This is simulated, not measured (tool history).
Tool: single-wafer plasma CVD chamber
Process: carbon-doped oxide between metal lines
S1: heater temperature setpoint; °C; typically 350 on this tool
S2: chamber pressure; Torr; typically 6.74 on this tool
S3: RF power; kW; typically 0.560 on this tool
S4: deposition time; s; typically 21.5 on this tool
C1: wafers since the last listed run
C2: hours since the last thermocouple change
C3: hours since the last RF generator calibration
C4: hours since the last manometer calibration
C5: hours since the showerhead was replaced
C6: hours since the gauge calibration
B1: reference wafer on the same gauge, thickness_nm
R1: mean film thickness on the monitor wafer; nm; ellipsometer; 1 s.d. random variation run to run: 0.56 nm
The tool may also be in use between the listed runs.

run,day,S1,S2,S3,S4,C1,C2,C3,C4,C5,C6,B1,R1
1,0.000,350,6.74,0.560,21.5,0,1803.5,960.7,1870.1,3123.4,924.1,96.690,113.222
2,2.958,339,6.74,0.560,21.5,1890,1874.5,1031.7,1941.1,3194.4,995.1,96.959,116.777
3,5.508,353,7.64,0.560,21.5,1629,1935.7,1092.9,2002.3,3255.6,1056.3,97.032,113.315
4,7.212,353,7.64,0.560,21.5,1089,1976.6,1133.8,2043.2,3296.5,1097.2,96.781,113.089
5,9.292,353,7.64,0.560,21.5,1329,2026.5,1183.7,2093.1,3346.4,1147.1,97.062,114.039
6,11.383,350,6.74,0.560,21.5,1337,2076.7,1233.9,2143.3,3396.6,1197.3,97.310,112.975
# day 13.771: thermocouple changed; heater temperature recalibrated
7,13.971,350,6.74,0.560,21.5,1440,4.8,1296.0,2205.4,3458.7,1259.4,96.690,111.687
8,16.342,350,6.74,0.560,21.5,1515,61.7,1352.9,2262.3,3515.6,1316.3,96.958,112.070
# day 16.625: gauge calibrated
9,18.062,350,6.74,0.560,21.5,1099,103.0,1394.2,2303.6,3556.9,34.5,97.188,112.628
10,19.288,350,7.77,0.560,21.5,783,132.4,1423.6,2333.0,3586.3,63.9,97.048,114.047
11,20.925,350,7.77,0.560,21.5,1046,171.7,1462.9,2372.3,3625.6,103.2,96.906,115.118
# day 22.429: capacitance manometer re-zeroed and calibrated
12,23.258,337,6.74,0.560,25.0,1278,227.7,1518.9,19.9,3681.6,159.2,96.999,136.254
13,25.433,350,6.74,0.560,21.5,1390,279.9,1571.1,72.1,3733.8,211.4,97.040,113.263
14,27.388,350,6.74,0.560,21.5,1249,326.8,1618.0,119.0,3780.7,258.3,97.154,111.698
# day 29.125: RF generator calibrated
15,29.446,350,6.74,0.560,25.7,1102,376.2,7.7,168.4,3830.1,307.7,97.225,131.547
16,30.812,342,5.82,0.490,21.5,873,409.0,40.5,201.2,3862.9,340.5,96.954,104.537
# day 31.704: showerhead replaced
17,32.650,340,8.04,0.560,20.3,961,453.1,84.6,245.3,22.7,384.6,96.985,109.177
18,35.304,350,5.48,0.520,18.3,1696,516.8,148.3,309.0,86.4,448.3,97.069,86.952
# day 36.125: RF generator calibrated, repeated, since the last time left the tool worse
19,38.221,358,6.74,0.485,21.5,1651,586.8,50.3,379.0,156.4,518.3,96.939,105.839
20,39.283,350,5.61,0.495,21.5,679,612.3,75.8,404.5,181.9,543.8,97.104,104.296
21,40.688,350,6.74,0.560,25.2,897,646.0,109.5,438.2,215.6,577.5,96.948,135.124
22,43.425,338,5.71,0.460,23.2,1749,711.7,175.2,503.9,281.3,643.2,97.212,115.048
23,45.750,350,6.74,0.560,21.5,1486,767.5,231.0,559.7,337.1,699.0,97.077,114.601

Forecast each of these 5 alternatives for the next run:
A,45.767,350,7.92,0.560,21.5,10,767.9,231.4,560.1,337.5,699.4,?,?
B,45.767,346,6.74,0.655,17.4,10,767.9,231.4,560.1,337.5,699.4,?,?
C,45.767,364,5.92,0.560,20.4,10,767.9,231.4,560.1,337.5,699.4,?,?
D,45.767,362,6.74,0.460,21.5,10,767.9,231.4,560.1,337.5,699.4,?,?
E,45.767,350,5.31,0.560,18.5,10,767.9,231.4,560.1,337.5,699.4,?,?

run,B1,R1
A,97.078,116.043
B,97.078,100.395
C,97.078,101.605
D,97.078,101.732
E,97.078,93.365
Take away the tool's hidden state, keep each run's random variation, and the runs would have read:
run,R1
A,116.585
B,100.863
C,102.079
D,102.230
E,93.800
